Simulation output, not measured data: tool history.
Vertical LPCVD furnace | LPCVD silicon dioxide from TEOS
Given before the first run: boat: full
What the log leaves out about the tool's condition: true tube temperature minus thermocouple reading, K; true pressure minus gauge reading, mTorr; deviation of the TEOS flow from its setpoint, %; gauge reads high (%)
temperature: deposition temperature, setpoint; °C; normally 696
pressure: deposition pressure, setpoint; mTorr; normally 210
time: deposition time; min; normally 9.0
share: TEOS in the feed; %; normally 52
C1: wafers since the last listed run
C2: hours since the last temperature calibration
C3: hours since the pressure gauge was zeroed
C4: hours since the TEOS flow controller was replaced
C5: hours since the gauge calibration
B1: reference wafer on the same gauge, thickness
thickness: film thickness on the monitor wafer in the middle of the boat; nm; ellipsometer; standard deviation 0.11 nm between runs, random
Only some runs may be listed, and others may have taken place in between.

Run 1, hour 0.0: usual settings but temperature 689 °C, pressure 240 mTorr; C1 0; C2 2474.9; C3 580.3; C4 1248.1; C5 913.2; B1 53.06. Result: thickness 39.99 nm.
Run 2, hour 28.7: usual settings but temperature 689 °C, pressure 240 mTorr; C1 807; C2 2503.6; C3 609.0; C4 1276.8; C5 941.9; B1 53.08. Result: thickness 39.90 nm.
At hour 55.1: gauge calibrated.
Run 3, hour 88.2: usual settings but time 7.0 min; C1 1674; C2 2563.1; C3 668.5; C4 1336.3; C5 33.1; B1 52.98. Result: thickness 34.10 nm.
Run 4, hour 159.9: usual settings; C1 2017; C2 2634.8; C3 740.2; C4 1408.0; C5 104.8; B1 52.97. Result: thickness 43.99 nm.
Run 5, hour 197.2: usual settings; C1 1049; C2 2672.1; C3 777.5; C4 1445.3; C5 142.1; B1 52.99. Result: thickness 43.74 nm.
Run 6, hour 249.8: usual settings but temperature 704 °C; C1 1479; C2 2724.7; C3 830.1; C4 1497.9; C5 194.7; B1 52.98. Result: thickness 52.82 nm.
Run 7, hour 321.2: usual settings but temperature 704 °C; C1 2008; C2 2796.1; C3 901.5; C4 1569.3; C5 266.1; B1 53.02. Result: thickness 52.97 nm.
Run 8, hour 362.2: usual settings but temperature 704 °C; C1 1153; C2 2837.1; C3 942.5; C4 1610.3; C5 307.1; B1 52.95. Result: thickness 52.83 nm.
Run 9, hour 409.1: usual settings; C1 1319; C2 2884.0; C3 989.4; C4 1657.2; C5 354.0; B1 52.99. Result: thickness 43.74 nm.
Run 10, hour 435.5: usual settings; C1 742; C2 2910.4; C3 1015.8; C4 1683.6; C5 380.4; B1 52.96. Result: thickness 43.92 nm.
Run 11, hour 478.0: usual settings but temperature 700 °C; C1 1195; C2 2952.9; C3 1058.3; C4 1726.1; C5 422.9; B1 53.02. Result: thickness 47.96 nm.
Run 12, hour 510.5: usual settings; C1 914; C2 2985.4; C3 1090.8; C4 1758.6; C5 455.4; B1 53.02. Result: thickness 43.83 nm.
Run 13, hour 543.1: usual settings; C1 917; C2 3018.0; C3 1123.4; C4 1791.2; C5 488.0; B1 52.98. Result: thickness 43.64 nm.
Run 14, hour 586.1: usual settings but temperature 702 °C, pressure 230 mTorr, time 11.0 min, share 48 %; C1 1209; C2 3061.0; C3 1166.4; C4 1834.2; C5 531.0; B1 53.01. Result: thickness 61.95 nm.
Run 15, hour 620.3: usual settings but temperature 689 °C, time 5.5 min; C1 962; C2 3095.2; C3 1200.6; C4 1868.4; C5 565.2; B1 53.03. Result: thickness 22.66 nm.
Run 16, hour 687.4: usual settings but time 11.0 min; C1 1887; C2 3162.3; C3 1267.7; C4 1935.5; C5 632.3; B1 52.98. Result: thickness 53.41 nm.
Run 17, hour 730.9: usual settings; C1 1223; C2 3205.8; C3 1311.2; C4 1979.0; C5 675.8; B1 53.01. Result: thickness 43.78 nm.
Run 18, hour 797.4: usual settings but temperature 706 °C, time 5.5 min; C1 1870; C2 3272.3; C3 1377.7; C4 2045.5; C5 742.3; B1 52.99. Result: thickness 33.74 nm.
Run 19, hour 826.1: usual settings but temperature 692 °C; C1 807; C2 3301.0; C3 1406.4; C4 2074.2; C5 771.0; B1 53.07. Result: thickness 39.64 nm.
Run 20, hour 877.5: usual settings; C1 1446; C2 3352.4; C3 1457.8; C4 2125.6; C5 822.4; B1 52.95. Result: thickness 43.90 nm.
At hour 881.6: gauge calibrated.
Run 21, hour 904.7: usual settings but time 8.0 min; C1 765; C2 3379.6; C3 1485.0; C4 2152.8; C5 23.1; B1 53.03. Result: thickness 38.77 nm.
At hour 929.6: thermocouples replaced and temperature profile calibrated.
Run 22, hour 951.9: usual settings; C1 652; C2 22.3; C3 1532.2; C4 2200.0; C5 70.3; B1 53.02. Result: thickness 43.60 nm.
Run 23, hour 984.8: usual settings but pressure 185 mTorr; C1 925; C2 55.2; C3 1565.1; C4 2232.9; C5 103.2; B1 53.06. Result: thickness 41.03 nm.
Run 24, hour 1036.6: usual settings but pressure 250 mTorr, share 48 %; C1 1457; C2 107.0; C3 1616.9; C4 2284.7; C5 155.0; B1 52.99. Result: thickness 45.95 nm.
Run 25, hour 1065.7: usual settings but temperature 705 °C, time 11.0 min; C1 818; C2 136.1; C3 1646.0; C4 2313.8; C5 184.1; B1 53.08. Result: thickness 65.84 nm.

Forecast run 26:
At hour 1124.5: pressure gauge zeroed.
At hour 1127.8: TEOS flow controller replaced.
Run 26, hour 1128.3: usual settings but temperature 687 °C, pressure 160 mTorr; C1 993; C2 198.7; C3 3.8; C4 0.5; C5 246.7; B1 ?. Result: thickness ?.

{"run 26": {"B1": 53.0, "thickness": 31.74}}
If the tool had no hidden condition, the same run with the same run-to-run variation would have returned thickness 31.72 nm.

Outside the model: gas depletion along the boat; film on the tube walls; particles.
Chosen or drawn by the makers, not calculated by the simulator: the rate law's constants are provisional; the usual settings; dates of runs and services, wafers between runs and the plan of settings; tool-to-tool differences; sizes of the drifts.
